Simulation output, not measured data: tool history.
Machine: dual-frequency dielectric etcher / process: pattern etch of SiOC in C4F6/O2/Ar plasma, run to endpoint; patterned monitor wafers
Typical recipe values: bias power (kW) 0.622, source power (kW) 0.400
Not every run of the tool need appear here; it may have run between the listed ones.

run	hour	bias power (kW)	source power (kW)	wafers since the last listed run	hours since the last wet clean	hours since the last bias power generator calibration	hours since the last source power generator calibration	hours since the last upper electrode change	incoming incoming film thickness, nm	endpoint time (s)
1	0.0	0.622	0.400	0	431.2	1646.3	1863.1	5478.8	38.51	12.0
# hour 46.3: wet clean of the chamber
# hour 50.1: upper electrode replaced
2	58.0	0.622	0.400	511	11.7	1704.3	1921.1	7.9	38.59	12.0
3	115.9	0.581	0.470	980	69.6	1762.2	1979.0	65.8	38.83	11.3
4	173.9	0.581	0.470	982	127.6	1820.2	2037.0	123.8	38.38	11.0
5	230.3	0.622	0.400	955	184.0	1876.6	2093.4	180.2	38.74	12.0
6	331.8	0.622	0.400	1718	285.5	1978.1	2194.9	281.7	38.63	11.8
7	382.1	0.508	0.380	851	335.8	2028.4	2245.2	332.0	38.75	12.8
8	435.6	0.622	0.400	905	389.3	2081.9	2298.7	385.5	38.44	11.6
9	501.9	0.622	0.400	1122	455.6	2148.2	2365.0	451.8	38.50	11.5
# hour 637.8: wet clean of the chamber
10	682.3	0.622	0.400	2648	44.5	2328.6	2545.4	632.2	38.45	12.0
11	710.5	0.735	0.400	477	72.7	2356.8	2573.6	660.4	38.74	11.5
12	745.3	0.622	0.400	589	107.5	2391.6	2608.4	695.2	39.08	12.0
13	798.1	0.622	0.470	894	160.3	2444.4	2661.2	748.0	38.75	11.0
14	838.0	0.622	0.400	675	200.2	2484.3	2701.1	787.9	39.01	11.9
15	872.6	0.622	0.400	585	234.8	2518.9	2735.7	822.5	38.54	11.8
# hour 895.3: source power generator calibrated
16	936.6	0.502	0.480	1016	298.8	2582.9	41.3	886.5	38.55	11.2
17	1008.3	0.769	0.480	1214	370.5	2654.6	113.0	958.2	39.24	10.3
# hour 1057.6: bias power generator calibrated
18	1078.2	0.695	0.450	1115	440.4	20.6	182.9	1028.1	38.87	10.7
19	1118.9	0.622	0.340	689	481.1	61.3	223.6	1068.8	38.15	12.3
20	1157.6	0.493	0.400	655	519.8	100.0	262.3	1107.5	38.47	12.0
# hour 1188.2: wet clean of the chamber
21	1188.7	0.706	0.360	120	0.5	131.1	293.4	1138.6	38.15	12.3
22	1234.1	0.711	0.400	768	45.9	176.5	338.8	1184.0	38.97	11.9
23	1258.3	0.622	0.400	409	70.1	200.7	363.0	1208.2	38.61	12.1
24	1285.8	0.519	0.470	465	97.6	228.2	390.5	1235.7	38.57	11.6
25	1317.8	0.622	0.400	541	129.6	260.2	422.5	1267.7	38.26	11.9
26	1385.4	0.708	0.300	1144	197.2	327.8	490.1	1335.3	38.74	13.5
27	1449.0	0.622	0.330	1077	260.8	391.4	553.7	1398.9	38.59	13.0
28	1514.0	0.622	0.400	1100	325.8	456.4	618.7	1463.9	38.71	11.7
29	1563.2	0.744	0.470	833	375.0	505.6	667.9	1513.1	38.35	10.3
30	1602.6	0.622	0.400	667	414.4	545.0	707.3	1552.5	38.95	11.7
31	1664.3	0.762	0.400	1044	476.1	606.7	769.0	1614.2	38.86	11.1
32	1691.4	0.747	0.340	458	503.2	633.8	796.1	1641.3	38.92	12.1
# hour 1738.5: wet clean of the chamber
33	1739.0	0.622	0.400	399	0.5	681.4	843.7	1688.9	38.49	12.2
34	1785.4	0.715	0.400	785	46.9	727.8	890.1	1735.3	38.85	11.8
35	1852.5	0.622	0.400	1136	114.0	794.9	957.2	1802.4	38.63	12.1
36	1890.0	0.622	0.400	635	151.5	832.4	994.7	1839.9	38.84	12.2

Results for each run, recomputed without the tool's hidden state and with each run's random variation untouched:
Hidden conditions of the tool in this case: etch rate over this chamber's usual, %; bias power that arrives over what is set, %; source power that arrives over what is set, %.
run	endpoint time (s)
1	12.3
2	12.1
3	11.3
4	11.2
5	12.2
6	12.1
7	13.1
8	12.0
9	11.9
10	12.1
11	11.7
12	12.2
13	11.3
14	12.1
15	12.1
16	11.6
17	10.7
18	11.2
19	12.9
20	12.6
21	12.3
22	11.9
23	12.2
24	11.7
25	12.0
26	13.7
27	13.2
28	12.0
29	10.6
30	12.1
31	11.5
32	12.6
33	12.1
34	11.7
35	12.1
36	12.2
